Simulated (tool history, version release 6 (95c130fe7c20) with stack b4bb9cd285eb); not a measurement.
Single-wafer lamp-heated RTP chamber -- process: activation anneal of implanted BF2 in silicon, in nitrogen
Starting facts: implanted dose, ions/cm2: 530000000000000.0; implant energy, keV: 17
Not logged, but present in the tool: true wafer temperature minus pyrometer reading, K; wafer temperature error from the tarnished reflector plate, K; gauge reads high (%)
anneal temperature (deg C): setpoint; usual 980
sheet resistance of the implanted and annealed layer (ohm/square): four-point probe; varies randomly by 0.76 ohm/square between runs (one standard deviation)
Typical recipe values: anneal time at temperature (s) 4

| run | hour | anneal temperature (deg C) | anneal time at temperature (s) | wafers since the last listed run | wafers since the last pyrometer calibration | wafers since the reflector plate was cleaned | hours since the gauge calibration | read-back reference wafer on the same gauge, sheet resistance | sheet resistance of the implanted and annealed layer (ohm/square) |
|---|---|---|---|---|---|---|---|---|---|
| 1 | 0 | 980 | 3 | 0 | 755 | 4348 | 23.1 | 302.9 | 290.24 |
| 2 | 19.2 | 980 | 3 | 351 | 1106 | 4699 | 42.3 | 303.01 | 289.38 |
| 3 | 46.5 | 980 | 4 | 499 | 1605 | 5199 | 69.6 | 303.01 | 284.46 |
| 4 | 67.6 | 980 | 4 | 385 | 1991 | 5585 | 90.7 | 302.89 | 284.74 |
| 5 | 83.6 | 980 | 4 | 292 | 2284 | 5877 | 106.7 | 302.85 | 284.08 |
|  | 112 | pyrometer window cleaned and pyrometer calibrated |
| 6 | 118.1 | 980 | 4 | 484 | 112 | 6362 | 141.2 | 303.11 | 279.32 |
| 7 | 143.2 | 980 | 5 | 459 | 571 | 6821 | 166.3 | 303.26 | 272.1 |
| 8 | 175.7 | 980 | 4 | 594 | 1165 | 7416 | 198.8 | 302.92 | 274.09 |
|  | 200.2 | pyrometer window cleaned and pyrometer calibrated, repeated, since the last time left the tool worse |
| 9 | 200.7 | 980 | 4 | 310 | 9 | 7726 | 223.8 | 302.98 | 291.84 |
| 10 | 217.2 | 966 | 3 | 301 | 310 | 8028 | 240.3 | 303.29 | 311.95 |
|  | 237.7 | reflector plate cleaned |
| 11 | 238.2 | 980 | 4 | 237 | 548 | 8 | 261.3 | 302.99 | 287.74 |
| 12 | 247.9 | 1001 | 3 | 177 | 725 | 186 | 271 | 303.13 | 268.53 |
| 13 | 274.3 | 1008 | 3 | 482 | 1208 | 669 | 297.4 | 303 | 263.42 |
|  | 284.5 | gauge calibrated |
| 14 | 292.3 | 980 | 4 | 329 | 1538 | 998 | 7.8 | 303.04 | 284.85 |
| 15 | 309 | 957 | 5 | 305 | 1843 | 1303 | 24.5 | 302.99 | 316.16 |
| 16 | 338.6 | 1002 | 4 | 541 | 2384 | 1845 | 54.1 | 303.15 | 262.06 |
|  | 351.8 | pyrometer window cleaned and pyrometer calibrated |
| 17 | 369.7 | 980 | 4 | 422 | 326 | 2267 | 85.2 | 303 | 288.8 |
| 18 | 397.9 | 1007 | 3 | 515 | 842 | 2783 | 113.4 | 302.95 | 262.94 |

For each run, what was the tool's unlogged condition?
wafer temperature error from the tarnished reflector plate, K: 0 in every run
gauge reads high (%): 0 in every run
H1: true wafer temperature minus pyrometer reading, K
| run | H1 |
|---|---|
| 1 | 3.99 |
| 2 | 4.87 |
| 3 | 5.62 |
| 4 | 5.97 |
| 5 | 6.14 |
| 6 | 11 |
| 7 | 13.3 |
| 8 | 15 |
| 9 | 0.164 |
| 10 | 2.04 |
| 11 | 3.63 |
| 12 | 4.15 |
| 13 | 5.13 |
| 14 | 5.53 |
| 15 | 5.79 |
| 16 | 6.07 |
| 17 | 3.12 |
| 18 | 5.07 |
